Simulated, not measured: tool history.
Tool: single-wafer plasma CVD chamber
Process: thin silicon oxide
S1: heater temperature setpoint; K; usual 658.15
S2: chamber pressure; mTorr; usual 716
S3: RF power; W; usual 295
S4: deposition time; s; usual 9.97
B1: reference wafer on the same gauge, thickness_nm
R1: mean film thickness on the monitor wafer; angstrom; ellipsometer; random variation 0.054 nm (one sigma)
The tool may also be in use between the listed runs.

run	hour	S1	S2	S3	S4	B1	R1
1	0	658.15	716	295	9.97	18.473	161.88
2	74.3	658.15	716	295	9.97	18.502	160.68
3	168.3	658.15	716	295	9.97	18.52	160.69
4	227.4	658.15	716	295	9.97	18.501	161.06
5	331.4	658.15	716	295	9.97	18.508	161.03
6	398.6	658.15	716	295	9.97	18.497	162.19
7	439.8	658.15	716	270	9.97	18.498	154.82
8	501.3	658.15	716	310	10.96	18.489	181.69
9	588	658.15	716	295	9.97	18.513	161.06
10	651.5	658.15	716	295	10.65	18.492	173.31
11	706.6	652.15	716	325	9.97	18.506	168.75
12	751.9	658.15	716	325	9.01	18.498	153.12
13	790.4	652.15	556	295	10.89	18.502	136.45
14	894.9	658.15	854	330	8.57	18.512	172.49
15	938.5	658.15	716	295	9.97	18.505	162.3
16	1046.3	658.15	716	295	9.97	18.493	160.52
17	1120.8	658.15	716	260	8.46	18.516	128.03
18	1180.6	658.15	716	295	9.97	18.485	161.31
19	1231.8	658.15	716	295	9.97	18.501	160.92
20	1331.9	662.15	763	245	9.18	18.467	142.83
21	1377.9	658.15	716	335	9.97	18.494	171.53
22	1431.8	663.15	716	260	9.97	18.508	150.09
23	1492.9	673.15	597	325	8.76	18.5	120.99
24	1584.9	658.15	716	315	9.97	18.488	166.57
25	1833.6	653.15	887	295	8.76	18.529	173.36
26	1936.1	648.15	847	345	7.98	18.511	164.05
27	1987	652.15	851	255	11.11	18.496	196.3
28	2127.4	658.15	569	245	9.97	18.508	114.92
29	2226	658.15	668	295	9.97	18.495	150.21

Taken out of this log: 5 entries between the listed runs. Where each belongs, and how the hidden state differs across it:
Between runs 2 and 3: showerhead replaced (hour 89.5)
  no hidden state differs between the two runs
Between runs 5 and 6: RF generator calibrated (hour 394.7)
  no hidden state differs between the two runs
Between runs 7 and 8: capacitance manometer re-zeroed and calibrated (hour 486)
  no hidden state differs between the two runs
Between runs 8 and 9: gauge calibrated (hour 532); thermocouple changed; heater temperature recalibrated (hour 575.1)
  no hidden state differs between the two runs

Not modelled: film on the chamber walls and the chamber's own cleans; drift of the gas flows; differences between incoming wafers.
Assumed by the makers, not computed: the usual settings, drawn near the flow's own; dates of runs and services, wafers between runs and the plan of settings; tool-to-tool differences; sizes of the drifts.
